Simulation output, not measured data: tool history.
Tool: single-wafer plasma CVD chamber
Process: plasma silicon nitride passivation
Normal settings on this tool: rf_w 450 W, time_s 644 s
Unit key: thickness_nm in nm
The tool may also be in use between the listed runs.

| run | hour | rf_w | time_s | read-back reference wafer on the same gauge, thickness_nm | thickness_nm |
|---|---|---|---|---|---|
| 1 | 0 | 450 | 618 | 837.359 | 867.15 |
| 2 | 59.7 | 450 | 644 | 837.534 | 904.714 |
| 3 | 141.2 | 450 | 644 | 837.239 | 900.607 |
| 4 | 215.9 | 415 | 697 | 836.992 | 953.018 |
| 5 | 425.2 | 415 | 697 | 837.613 | 950.074 |
| 6 | 520.3 | 415 | 697 | 836.528 | 948.226 |
| 7 | 621.2 | 395 | 544 | 835.896 | 728.453 |
| 8 | 719.5 | 395 | 544 | 836.413 | 728.874 |
| 9 | 820.7 | 450 | 644 | 836.754 | 890.459 |
| 10 | 885.5 | 450 | 644 | 836.798 | 892.527 |
| 11 | 951.1 | 450 | 644 | 837.156 | 890.997 |
| 12 | 1009.3 | 450 | 704 | 837.462 | 970.201 |
| 13 | 1065.5 | 450 | 704 | 836.881 | 972.262 |
| 14 | 1114 | 415 | 729 | 836.827 | 980.8 |
| 15 | 1172.7 | 450 | 612 | 836.553 | 844.81 |
| 16 | 1212.9 | 450 | 612 | 836.492 | 845.934 |
| 17 | 1292.6 | 450 | 612 | 836.567 | 846.61 |
| 18 | 1331.8 | 450 | 644 | 837.315 | 890.3 |
| 19 | 1384 | 450 | 644 | 837.494 | 885.545 |
|  | 1394.3 | RF generator calibrated |
| 20 | 1477.5 | 410 | 537 | 837.361 | 730.748 |
| 21 | 1615.4 | 505 | 644 | 837.293 | 929.662 |
| 22 | 1688.7 | 370 | 697 | 837.079 | 918.369 |
| 23 | 1783.2 | 420 | 700 | 837.37 | 958.696 |
| 24 | 1874.3 | 510 | 754 | 836.835 | 1087.465 |
| 25 | 2101 | 450 | 644 | 837.345 | 888.952 |
| 26 | 2139.1 | 385 | 558 | 836.215 | 740.768 |
| 27 | 2215.4 | 415 | 572 | 837.196 | 775.333 |
| 28 | 2431.5 | 480 | 724 | 837.33 | 1014.692 |
|  | 2445.2 | gauge calibrated |
| 29 | 2510.9 | 450 | 644 | 837.17 | 889.797 |
|  | 2549.4 | showerhead replaced |
| 30 | 2569.7 | 505 | 759 | 837.145 | 1080.495 |
| 31 | 2667 | 385 | 558 | 837.155 | 735.783 |
| 32 | 2704.8 | 475 | 765 | 837.735 | 1066.562 |
|  | 2807.3 | RF generator calibrated |
| 33 | 3001 | 450 | 644 | 837.305 | 903.409 |
| 34 | 3038.4 | 450 | 644 | 837.48 | 904.325 |
| 35 | 3128.1 | 530 | 762 | 836.554 | 1119.571 |
| 36 | 3207.8 | 450 | 644 | 837.044 | 899.151 |
| 37 | 3244.4 | 410 | 740 | 836.08 | 1004.434 |
| 38 | 3296.8 | 505 | 571 | 837.258 | 822.45 |
| 39 | 3342 | 390 | 750 | 837.537 | 1003.947 |

Below are 3 alternative next runs, each starting from the tool's condition after run 39. Predict each:
| A | 3342.6 | 450 | 689 | ? | ? |
| B | 3342.6 | 485 | 572 | ? | ? |
| C | 3342.6 | 405 | 644 | ? | ? |

| run | read-back reference wafer on the same gauge, thickness_nm | thickness_nm |
|---|---|---|
| A | 837.672 | 957.173 |
| B | 837.672 | 812.075 |
| C | 837.672 | 867.832 |
Stripped of hidden state, with their random variation kept, the same runs would have yielded:
| run | thickness_nm |
|---|---|
| A | 966.492 |
| B | 819.982 |
| C | 876.282 |

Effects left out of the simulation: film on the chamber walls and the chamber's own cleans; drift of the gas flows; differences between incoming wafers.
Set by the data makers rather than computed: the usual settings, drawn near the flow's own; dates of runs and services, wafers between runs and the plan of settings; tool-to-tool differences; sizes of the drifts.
